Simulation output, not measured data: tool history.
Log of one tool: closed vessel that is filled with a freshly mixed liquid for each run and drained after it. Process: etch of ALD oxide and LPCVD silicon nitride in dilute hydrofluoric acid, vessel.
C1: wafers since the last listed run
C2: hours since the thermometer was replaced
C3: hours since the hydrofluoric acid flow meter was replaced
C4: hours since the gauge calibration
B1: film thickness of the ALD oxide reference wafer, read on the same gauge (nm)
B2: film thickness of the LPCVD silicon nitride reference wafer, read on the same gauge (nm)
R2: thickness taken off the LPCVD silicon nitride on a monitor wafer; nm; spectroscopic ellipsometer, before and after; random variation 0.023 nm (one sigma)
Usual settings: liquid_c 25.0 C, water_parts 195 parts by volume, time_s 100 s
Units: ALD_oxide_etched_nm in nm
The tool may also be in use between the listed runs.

Run 1, hour 0.0: usual settings; C1 0; C2 321.2; C3 642.0; C4 392.3; B1 50.01; B2 59.999. Result: ALD_oxide_etched_nm 7.98 nm, R2 0.290 nm.
Run 2, hour 65.0: usual settings; C1 4030; C2 386.2; C3 707.0; C4 457.3; B1 49.99; B2 59.986. Result: ALD_oxide_etched_nm 7.96 nm, R2 0.280 nm.
Run 3, hour 111.2: usual settings; C1 2864; C2 432.4; C3 753.2; C4 503.5; B1 50.00; B2 59.981. Result: ALD_oxide_etched_nm 7.99 nm, R2 0.281 nm.
At hour 174.5: hydrofluoric acid flow meter replaced.
Run 4, hour 183.9: usual settings; C1 4445; C2 505.1; C3 9.4; C4 576.2; B1 49.97; B2 60.005. Result: ALD_oxide_etched_nm 7.98 nm, R2 0.357 nm.
Run 5, hour 227.1: usual settings but water_parts 155 parts by volume, time_s 65 s; C1 2678; C2 548.3; C3 52.6; C4 619.4; B1 49.98; B2 60.010. Result: ALD_oxide_etched_nm 6.92 nm, R2 0.283 nm.
Run 6, hour 263.8: usual settings but water_parts 155 parts by volume, time_s 65 s; C1 2275; C2 585.0; C3 89.3; C4 656.1; B1 50.00; B2 59.957. Result: ALD_oxide_etched_nm 6.86 nm, R2 0.313 nm.
Run 7, hour 357.1: usual settings but time_s 125 s; C1 5785; C2 678.3; C3 182.6; C4 749.4; B1 49.99; B2 60.020. Result: ALD_oxide_etched_nm 10.08 nm, R2 0.406 nm.
Run 8, hour 417.9: usual settings but time_s 125 s; C1 3769; C2 739.1; C3 243.4; C4 810.2; B1 49.99; B2 59.980. Result: ALD_oxide_etched_nm 10.17 nm, R2 0.440 nm.
Run 9, hour 460.2: usual settings; C1 2622; C2 781.4; C3 285.7; C4 852.5; B1 50.02; B2 60.043. Result: ALD_oxide_etched_nm 8.17 nm, R2 0.340 nm.
Run 10, hour 520.4: usual settings but liquid_c 21.0 C, water_parts 290 parts by volume, time_s 140 s; C1 3732; C2 841.6; C3 345.9; C4 912.7; B1 49.99; B2 59.997. Result: ALD_oxide_etched_nm 6.01 nm, R2 0.276 nm.
Run 11, hour 590.3: usual settings; C1 4334; C2 911.5; C3 415.8; C4 982.6; B1 50.01; B2 59.984. Result: ALD_oxide_etched_nm 8.04 nm, R2 0.360 nm.
Run 12, hour 655.1: usual settings but water_parts 100 parts by volume, time_s 130 s; C1 4017; C2 976.3; C3 480.6; C4 1047.4; B1 50.01; B2 59.964. Result: ALD_oxide_etched_nm 22.94 nm, R2 0.939 nm.
Run 13, hour 694.6: usual settings but water_parts 280 parts by volume; C1 2449; C2 1015.8; C3 520.1; C4 1086.9; B1 50.01; B2 60.002. Result: ALD_oxide_etched_nm 5.23 nm, R2 0.213 nm.
Run 14, hour 782.1: usual settings but liquid_c 22.5 C, water_parts 225 parts by volume, time_s 125 s; C1 5425; C2 1103.3; C3 607.6; C4 1174.4; B1 49.98; B2 60.007. Result: ALD_oxide_etched_nm 7.89 nm, R2 0.343 nm.
At hour 796.6: gauge calibrated.
Run 15, hour 862.4: usual settings but liquid_c 28.5 C; C1 4979; C2 1183.6; C3 687.9; C4 65.8; B1 50.00; B2 59.997. Result: ALD_oxide_etched_nm 9.21 nm, R2 0.401 nm.
At hour 919.4: thermometer replaced.
At hour 966.3: hydrofluoric acid flow meter replaced.
Run 16, hour 969.4: usual settings but time_s 140 s; C1 6510; C2 50.0; C3 3.1; C4 172.8; B1 50.00; B2 59.995. Result: ALD_oxide_etched_nm 11.03 nm, R2 0.507 nm.
Run 17, hour 1052.4: usual settings but liquid_c 27.0 C, water_parts 145 parts by volume, time_s 160 s; C1 5146; C2 133.0; C3 86.1; C4 255.8; B1 50.01; B2 60.020. Result: ALD_oxide_etched_nm 19.54 nm, R2 0.819 nm.
Run 18, hour 1294.0: usual settings; C1 14980; C2 374.6; C3 327.7; C4 497.4; B1 49.99; B2 59.979. Result: ALD_oxide_etched_nm 7.96 nm, R2 0.352 nm.

5 ways to go on from here, each from the tool as it stands after run 18. What would each give?
Run A, hour 1294.7: usual settings; C1 43; C2 375.3; C3 328.4; C4 498.1; B1 ?; B2 ?. Result: ALD_oxide_etched_nm ?, R2 ?.
Run B, hour 1294.7: usual settings but water_parts 265 parts by volume; C1 43; C2 375.3; C3 328.4; C4 498.1; B1 ?; B2 ?. Result: ALD_oxide_etched_nm ?, R2 ?.
Run C, hour 1294.7: usual settings but water_parts 225 parts by volume; C1 43; C2 375.3; C3 328.4; C4 498.1; B1 ?; B2 ?. Result: ALD_oxide_etched_nm ?, R2 ?.
Run D, hour 1294.7: usual settings but liquid_c 21.5 C; C1 43; C2 375.3; C3 328.4; C4 498.1; B1 ?; B2 ?. Result: ALD_oxide_etched_nm ?, R2 ?.
Run E, hour 1294.7: usual settings but liquid_c 20.5 C, water_parts 150 parts by volume; C1 43; C2 375.3; C3 328.4; C4 498.1; B1 ?; B2 ?. Result: ALD_oxide_etched_nm ?, R2 ?.

run     B1      B2  ALD_oxide_etched_nm     R2
  A  50.00  59.988                 8.04  0.309
  B  50.00  59.988                 5.49  0.228
  C  50.00  59.988                 6.75  0.268
  D  50.00  59.988                 7.06  0.247
  E  50.00  59.988                 9.26  0.300
Without the tool's hidden state the same runs would have given:
run  ALD_oxide_etched_nm     R2
  A                 7.92  0.301
  B                 5.41  0.222
  C                 6.64  0.261
  D                 6.95  0.241
  E                 9.10  0.291

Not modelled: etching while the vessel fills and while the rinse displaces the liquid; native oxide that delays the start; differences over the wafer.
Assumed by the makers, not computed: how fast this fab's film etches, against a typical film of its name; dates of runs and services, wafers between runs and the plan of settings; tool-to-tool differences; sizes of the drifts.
